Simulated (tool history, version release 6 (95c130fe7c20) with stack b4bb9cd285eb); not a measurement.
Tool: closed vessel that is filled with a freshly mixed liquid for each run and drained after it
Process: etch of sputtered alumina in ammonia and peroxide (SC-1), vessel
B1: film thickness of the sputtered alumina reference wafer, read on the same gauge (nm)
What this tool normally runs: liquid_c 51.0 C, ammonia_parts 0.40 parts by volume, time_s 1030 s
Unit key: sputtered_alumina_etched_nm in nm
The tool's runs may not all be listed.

Run 1, hour 0.0: usual settings but liquid_c 57.0 C; B1 120.01. Result: sputtered_alumina_etched_nm 71.45 nm.
Run 2, hour 29.3: usual settings; B1 119.98. Result: sputtered_alumina_etched_nm 52.00 nm.
Run 3, hour 42.8: usual settings; B1 120.00. Result: sputtered_alumina_etched_nm 51.98 nm.
Run 4, hour 78.8: usual settings but time_s 1445 s; B1 120.00. Result: sputtered_alumina_etched_nm 73.57 nm.
Run 5, hour 91.6: usual settings but time_s 1445 s; B1 120.00. Result: sputtered_alumina_etched_nm 73.13 nm.
At hour 117.6: new drum of ammonia solution connected.
Run 6, hour 119.6: usual settings but time_s 1445 s; B1 120.00. Result: sputtered_alumina_etched_nm 72.44 nm.
Run 7, hour 132.7: usual settings; B1 120.01. Result: sputtered_alumina_etched_nm 51.06 nm.
At hour 155.0: ammonia flow meter replaced.
Run 8, hour 155.5: usual settings; B1 120.02. Result: sputtered_alumina_etched_nm 51.32 nm.
At hour 234.8: gauge calibrated.
Run 9, hour 257.7: usual settings; B1 119.98. Result: sputtered_alumina_etched_nm 51.04 nm.
Run 10, hour 274.1: usual settings; B1 120.02. Result: sputtered_alumina_etched_nm 51.05 nm.
Run 11, hour 298.5: usual settings; B1 119.99. Result: sputtered_alumina_etched_nm 51.42 nm.
Run 12, hour 315.3: usual settings but ammonia_parts 0.25 parts by volume, time_s 745 s; B1 120.00. Result: sputtered_alumina_etched_nm 35.03 nm.
Run 13, hour 342.6: usual settings but ammonia_parts 0.20 parts by volume; B1 119.97. Result: sputtered_alumina_etched_nm 47.32 nm.
Run 14, hour 373.5: usual settings; B1 119.99. Result: sputtered_alumina_etched_nm 51.03 nm.
Run 15, hour 403.6: usual settings but liquid_c 59.0 C, time_s 600 s; B1 120.00. Result: sputtered_alumina_etched_nm 45.61 nm.
At hour 405.4: thermometer replaced.
Run 16, hour 419.9: usual settings; B1 119.98. Result: sputtered_alumina_etched_nm 53.02 nm.
Run 17, hour 454.1: usual settings but liquid_c 42.0 C, ammonia_parts 0.55 parts by volume; B1 120.01. Result: sputtered_alumina_etched_nm 32.86 nm.
Run 18, hour 513.3: usual settings but liquid_c 43.0 C, ammonia_parts 0.55 parts by volume, time_s 495 s; B1 119.99. Result: sputtered_alumina_etched_nm 16.64 nm.
Run 19, hour 526.7: usual settings but ammonia_parts 0.30 parts by volume; B1 120.01. Result: sputtered_alumina_etched_nm 51.06 nm.
Run 20, hour 548.8: usual settings but liquid_c 60.0 C, ammonia_parts 0.50 parts by volume; B1 120.00. Result: sputtered_alumina_etched_nm 87.23 nm.
Run 21, hour 567.1: usual settings; B1 119.97. Result: sputtered_alumina_etched_nm 53.36 nm.

Run 22, settings as shown, results not yet in. Your forecast:
Run 22, hour 601.0: usual settings but liquid_c 42.5 C, ammonia_parts 0.60 parts by volume, time_s 1600 s; B1 ?. Result: sputtered_alumina_etched_nm ?.

B1: 119.99
sputtered_alumina_etched_nm: 52.63 nm
Without the tool's hidden state the same run would have given sputtered_alumina_etched_nm 53.12 nm.
